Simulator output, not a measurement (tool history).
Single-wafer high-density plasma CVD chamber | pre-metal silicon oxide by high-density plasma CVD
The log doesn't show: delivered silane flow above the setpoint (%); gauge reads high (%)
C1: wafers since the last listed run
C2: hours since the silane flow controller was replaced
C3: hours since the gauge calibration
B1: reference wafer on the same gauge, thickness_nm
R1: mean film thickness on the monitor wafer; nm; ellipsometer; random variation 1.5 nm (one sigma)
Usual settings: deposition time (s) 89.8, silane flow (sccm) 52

run 1 hour=0.0 | deposition_time_(s)=83.4 silane_flow_(sccm)=46 | C1=0 C2=3316.6 C3=219.9 | B1=500.727 | R1=408.485
run 2 hour=13.6 | deposition_time_(s)=83.4 silane_flow_(sccm)=46 | C1=147 C2=3330.2 C3=233.5 | B1=500.838 | R1=407.293
run 3 hour=21.4 | deposition_time_(s)=89.8 silane_flow_(sccm)=52 | C1=84 C2=3338.0 C3=241.3 | B1=501.166 | R1=495.066
run 4 hour=36.4 | deposition_time_(s)=89.8 silane_flow_(sccm)=52 | C1=162 C2=3353.0 C3=256.3 | B1=501.043 | R1=497.405
run 5 hour=43.4 | deposition_time_(s)=83.1 silane_flow_(sccm)=52 | C1=75 C2=3360.0 C3=263.3 | B1=500.949 | R1=459.294
run 6 hour=53.1 | deposition_time_(s)=83.1 silane_flow_(sccm)=52 | C1=105 C2=3369.7 C3=273.0 | B1=500.970 | R1=458.984
-- hour=54.6 gauge calibrated
run 7 hour=64.9 | deposition_time_(s)=83.1 silane_flow_(sccm)=52 | C1=127 C2=3381.5 C3=10.3 | B1=500.818 | R1=457.762
run 8 hour=81.6 | deposition_time_(s)=89.8 silane_flow_(sccm)=48 | C1=180 C2=3398.2 C3=27.0 | B1=500.708 | R1=459.640
run 9 hour=96.3 | deposition_time_(s)=89.8 silane_flow_(sccm)=48 | C1=159 C2=3412.9 C3=41.7 | B1=501.386 | R1=456.745
run 10 hour=111.8 | deposition_time_(s)=89.8 silane_flow_(sccm)=48 | C1=167 C2=3428.4 C3=57.2 | B1=501.493 | R1=457.996
run 11 hour=129.2 | deposition_time_(s)=89.8 silane_flow_(sccm)=52 | C1=188 C2=3445.8 C3=74.6 | B1=500.862 | R1=495.347
run 12 hour=144.7 | deposition_time_(s)=89.8 silane_flow_(sccm)=52 | C1=167 C2=3461.3 C3=90.1 | B1=501.407 | R1=497.372
run 13 hour=157.8 | deposition_time_(s)=89.8 silane_flow_(sccm)=52 | C1=141 C2=3474.4 C3=103.2 | B1=500.729 | R1=496.672
-- hour=166.6 silane flow controller replaced
run 14 hour=169.8 | deposition_time_(s)=89.8 silane_flow_(sccm)=52 | C1=43 C2=3.2 C3=115.2 | B1=500.929 | R1=495.541
run 15 hour=177.1 | deposition_time_(s)=89.8 silane_flow_(sccm)=52 | C1=79 C2=10.5 C3=122.5 | B1=501.110 | R1=496.377
run 16 hour=190.2 | deposition_time_(s)=79.6 silane_flow_(sccm)=50 | C1=141 C2=23.6 C3=135.6 | B1=501.289 | R1=422.363
run 17 hour=241.4 | deposition_time_(s)=89.8 silane_flow_(sccm)=48 | C1=554 C2=74.8 C3=186.8 | B1=501.005 | R1=458.180
run 18 hour=250.3 | deposition_time_(s)=89.8 silane_flow_(sccm)=61 | C1=96 C2=83.7 C3=195.7 | B1=500.924 | R1=583.921
run 19 hour=262.0 | deposition_time_(s)=76.9 silane_flow_(sccm)=57 | C1=126 C2=95.4 C3=207.4 | B1=501.121 | R1=466.491
run 20 hour=279.7 | deposition_time_(s)=78.5 silane_flow_(sccm)=42 | C1=191 C2=113.1 C3=225.1 | B1=501.117 | R1=350.666
run 21 hour=315.1 | deposition_time_(s)=104.4 silane_flow_(sccm)=44 | C1=383 C2=148.5 C3=260.5 | B1=501.147 | R1=489.276
run 22 hour=324.6 | deposition_time_(s)=97.8 silane_flow_(sccm)=60 | C1=102 C2=158.0 C3=270.0 | B1=501.074 | R1=625.270
-- hour=325.5 gauge calibrated
run 23 hour=337.7 | deposition_time_(s)=84.6 silane_flow_(sccm)=59 | C1=141 C2=171.1 C3=12.2 | B1=500.840 | R1=531.767
run 24 hour=351.4 | deposition_time_(s)=89.8 silane_flow_(sccm)=52 | C1=148 C2=184.8 C3=25.9 | B1=500.482 | R1=497.753
run 25 hour=358.6 | deposition_time_(s)=89.8 silane_flow_(sccm)=47 | C1=77 C2=192.0 C3=33.1 | B1=501.289 | R1=448.436
run 26 hour=375.2 | deposition_time_(s)=89.8 silane_flow_(sccm)=52 | C1=179 C2=208.6 C3=49.7 | B1=500.713 | R1=496.690
run 27 hour=387.9 | deposition_time_(s)=89.8 silane_flow_(sccm)=57 | C1=137 C2=221.3 C3=62.4 | B1=501.164 | R1=542.356
run 28 hour=428.6 | deposition_time_(s)=82.0 silane_flow_(sccm)=44 | C1=440 C2=262.0 C3=103.1 | B1=500.565 | R1=382.179
run 29 hour=442.3 | deposition_time_(s)=79.6 silane_flow_(sccm)=55 | C1=148 C2=275.7 C3=116.8 | B1=500.697 | R1=466.224
run 30 hour=453.0 | deposition_time_(s)=98.1 silane_flow_(sccm)=45 | C1=115 C2=286.4 C3=127.5 | B1=501.663 | R1=471.456
run 31 hour=462.6 | deposition_time_(s)=89.8 silane_flow_(sccm)=52 | C1=103 C2=296.0 C3=137.1 | B1=500.712 | R1=496.649
run 32 hour=476.1 | deposition_time_(s)=99.9 silane_flow_(sccm)=52 | C1=146 C2=309.5 C3=150.6 | B1=501.208 | R1=553.154
run 33 hour=484.4 | deposition_time_(s)=78.3 silane_flow_(sccm)=47 | C1=89 C2=317.8 C3=158.9 | B1=501.091 | R1=390.381

Forecast each of these 3 alternatives for the next run:
run A hour=484.8 | deposition_time_(s)=96.8 silane_flow_(sccm)=52 | C1=4 C2=318.2 C3=159.3 | B1=? | R1=?
run B hour=484.8 | deposition_time_(s)=78.0 silane_flow_(sccm)=52 | C1=4 C2=318.2 C3=159.3 | B1=? | R1=?
run C hour=484.8 | deposition_time_(s)=89.8 silane_flow_(sccm)=49 | C1=4 C2=318.2 C3=159.3 | B1=? | R1=?

run=A B1=500.644 R1=536.186
run=B B1=500.644 R1=432.051
run=C B1=500.644 R1=468.716
Without the tool's hidden state the same runs would have given:
run=A R1=536.186
run=B R1=432.051
run=C R1=468.716
